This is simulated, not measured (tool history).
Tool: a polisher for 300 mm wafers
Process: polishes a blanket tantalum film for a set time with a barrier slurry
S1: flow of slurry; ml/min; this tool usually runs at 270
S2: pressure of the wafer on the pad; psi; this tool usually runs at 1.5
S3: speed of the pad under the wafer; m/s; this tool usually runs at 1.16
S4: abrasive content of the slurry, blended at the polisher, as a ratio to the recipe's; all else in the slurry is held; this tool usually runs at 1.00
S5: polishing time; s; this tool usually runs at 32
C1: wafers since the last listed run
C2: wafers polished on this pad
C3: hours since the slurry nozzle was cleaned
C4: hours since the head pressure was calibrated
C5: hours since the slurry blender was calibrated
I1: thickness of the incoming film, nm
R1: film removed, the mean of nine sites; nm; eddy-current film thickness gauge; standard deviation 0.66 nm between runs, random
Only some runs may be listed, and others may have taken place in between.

Run 1, hour 0.0: usual settings; C1 0; C2 649; C3 98.5; C4 1089.3; C5 139.6; I1 233.1. Result: R1 43.6 nm.
Run 2, hour 59.4: usual settings; C1 704; C2 1353; C3 157.9; C4 1148.7; C5 199.0; I1 229.3. Result: R1 42.8 nm.
Run 3, hour 110.0: usual settings but S2 1.3 psi, S4 1.10; C1 599; C2 1953; C3 208.5; C4 1199.3; C5 249.6; I1 233.2. Result: R1 40.2 nm.
At hour 126.2: head pressure recalibrated.
Run 4, hour 158.5: usual settings but S2 1.3 psi, S4 1.10; C1 551; C2 2504; C3 257.0; C4 32.3; C5 298.1; I1 231.1. Result: R1 39.5 nm.
Run 5, hour 211.7: usual settings but S2 1.3 psi, S4 1.10; C1 630; C2 3134; C3 310.2; C4 85.5; C5 351.3; I1 229.4. Result: R1 38.4 nm.
Run 6, hour 265.0: usual settings but S1 335 ml/min; C1 631; C2 3766; C3 363.5; C4 138.8; C5 404.6; I1 228.3. Result: R1 41.5 nm.
At hour 271.5: worn pad replaced by a new one.
Run 7, hour 333.1: usual settings but S1 335 ml/min; C1 759; C2 729; C3 431.6; C4 206.9; C5 472.7; I1 228.4. Result: R1 44.3 nm.
At hour 339.2: slurry blender recalibrated.
Run 8, hour 369.4: usual settings; C1 406; C2 1136; C3 467.9; C4 243.2; C5 30.2; I1 232.4. Result: R1 43.4 nm.
Run 9, hour 393.5: usual settings but S1 295 ml/min; C1 285; C2 1421; C3 492.0; C4 267.3; C5 54.3; I1 232.9. Result: R1 44.0 nm.
Run 10, hour 422.7: usual settings but S1 295 ml/min; C1 346; C2 1768; C3 521.2; C4 296.5; C5 83.5; I1 233.4. Result: R1 43.8 nm.
Run 11, hour 481.2: usual settings but S1 295 ml/min; C1 693; C2 2461; C3 579.7; C4 355.0; C5 142.0; I1 229.0. Result: R1 43.3 nm.
Run 12, hour 552.8: usual settings but S4 1.15; C1 848; C2 3310; C3 651.3; C4 426.6; C5 213.6; I1 227.3. Result: R1 43.2 nm.
At hour 606.8: worn pad replaced by a new one.
Run 13, hour 619.0: usual settings but S4 1.15; C1 737; C2 144; C3 717.5; C4 492.8; C5 279.8; I1 232.3. Result: R1 44.3 nm.
At hour 639.1: slurry nozzle cleaned.
At hour 735.9: slurry blender recalibrated.
Run 14, hour 804.8: usual settings; C1 2166; C2 2311; C3 165.7; C4 678.6; C5 68.9; I1 231.5. Result: R1 44.3 nm.
Run 15, hour 864.1: usual settings; C1 702; C2 3014; C3 225.0; C4 737.9; C5 128.2; I1 228.6. Result: R1 41.1 nm.
Run 16, hour 923.4: usual settings but S1 180 ml/min, S5 41 s; C1 702; C2 3717; C3 284.3; C4 797.2; C5 187.5; I1 227.1. Result: R1 49.9 nm.
At hour 927.5: worn pad replaced by a new one.
Run 17, hour 958.1: usual settings but S1 300 ml/min, S2 1.9 psi, S3 1.36 m/s, S4 1.20; C1 363; C2 362; C3 319.0; C4 831.9; C5 222.2; I1 232.2. Result: R1 62.4 nm.
Run 18, hour 1026.4: usual settings; C1 809; C2 1172; C3 387.3; C4 900.2; C5 290.5; I1 231.2. Result: R1 43.6 nm.
Run 19, hour 1096.7: usual settings but S2 1.3 psi, S3 0.94 m/s; C1 833; C2 2005; C3 457.6; C4 970.5; C5 360.8; I1 229.1. Result: R1 31.7 nm.
At hour 1107.3: slurry blender recalibrated.
Run 20, hour 1127.9: usual settings but S1 240 ml/min; C1 346; C2 2351; C3 488.8; C4 1001.7; C5 20.6; I1 226.8. Result: R1 42.3 nm.
Run 21, hour 1155.0: usual settings but S1 175 ml/min, S3 1.36 m/s, S4 1.30, S5 21 s; C1 321; C2 2672; C3 515.9; C4 1028.8; C5 47.7; I1 231.2. Result: R1 32.0 nm.
Run 22, hour 1180.3: usual settings; C1 299; C2 2972; C3 541.2; C4 1054.1; C5 73.0; I1 230.8. Result: R1 42.0 nm.
At hour 1249.5: worn pad replaced by a new one.
Run 23, hour 1250.0: usual settings but S2 1.3 psi, S3 0.92 m/s, S5 41 s; C1 778; C2 5; C3 610.9; C4 1123.8; C5 142.7; I1 228.8. Result: R1 41.0 nm.
At hour 1255.6: head pressure recalibrated.
Run 24, hour 1290.7: usual settings but S1 195 ml/min, S3 1.02 m/s, S4 0.85, S5 42 s; C1 458; C2 464; C3 651.6; C4 35.1; C5 183.4; I1 227.8. Result: R1 48.7 nm.
Run 25, hour 1339.4: usual settings; C1 577; C2 1041; C3 700.3; C4 83.8; C5 232.1; I1 226.6. Result: R1 44.0 nm.
Run 26, hour 1370.5: usual settings but S3 0.92 m/s; C1 368; C2 1410; C3 731.4; C4 114.9; C5 263.2; I1 227.6. Result: R1 34.3 nm.
At hour 1383.3: slurry nozzle cleaned.
Run 27, hour 1436.0: usual settings but S1 300 ml/min, S2 1.9 psi, S4 0.90; C1 764; C2 2174; C3 52.7; C4 180.4; C5 328.7; I1 232.8. Result: R1 50.9 nm.
Run 28, hour 1468.5: usual settings but S1 330 ml/min, S2 1.9 psi, S3 1.00 m/s, S4 1.15; C1 385; C2 2560; C3 85.2; C4 212.9; C5 361.2; I1 227.8. Result: R1 46.1 nm.
Run 29, hour 1509.8: usual settings; C1 489; C2 3049; C3 126.5; C4 254.2; C5 402.5; I1 225.5. Result: R1 42.8 nm.
At hour 1535.3: worn pad replaced by a new one.
Run 30, hour 1557.0: usual settings; C1 512; C2 257; C3 173.7; C4 301.4; C5 449.7; I1 230.8. Result: R1 43.9 nm.
At hour 1586.7: slurry blender recalibrated.
Run 31, hour 1618.4: usual settings; C1 704; C2 961; C3 235.1; C4 362.8; C5 31.7; I1 226.3. Result: R1 44.1 nm.

Predict each of these 3 candidate next runs independently; none follows another, all start after run 31:
Run A, hour 1618.8: usual settings; C1 4; C2 966; C3 235.5; C4 363.2; C5 32.1; I1 230.4. Result: R1 ?.
Run B, hour 1618.8: usual settings but S1 320 ml/min, S3 0.84 m/s; C1 4; C2 966; C3 235.5; C4 363.2; C5 32.1; I1 230.4. Result: R1 ?.
Run C, hour 1618.8: usual settings but S1 340 ml/min; C1 4; C2 966; C3 235.5; C4 363.2; C5 32.1; I1 230.4. Result: R1 ?.

run    R1
  A  43.5
  B  32.0
  C  44.4
Had the tool no hidden state, the same runs would have come out as:
run    R1
  A  44.0
  B  32.4
  C  44.9
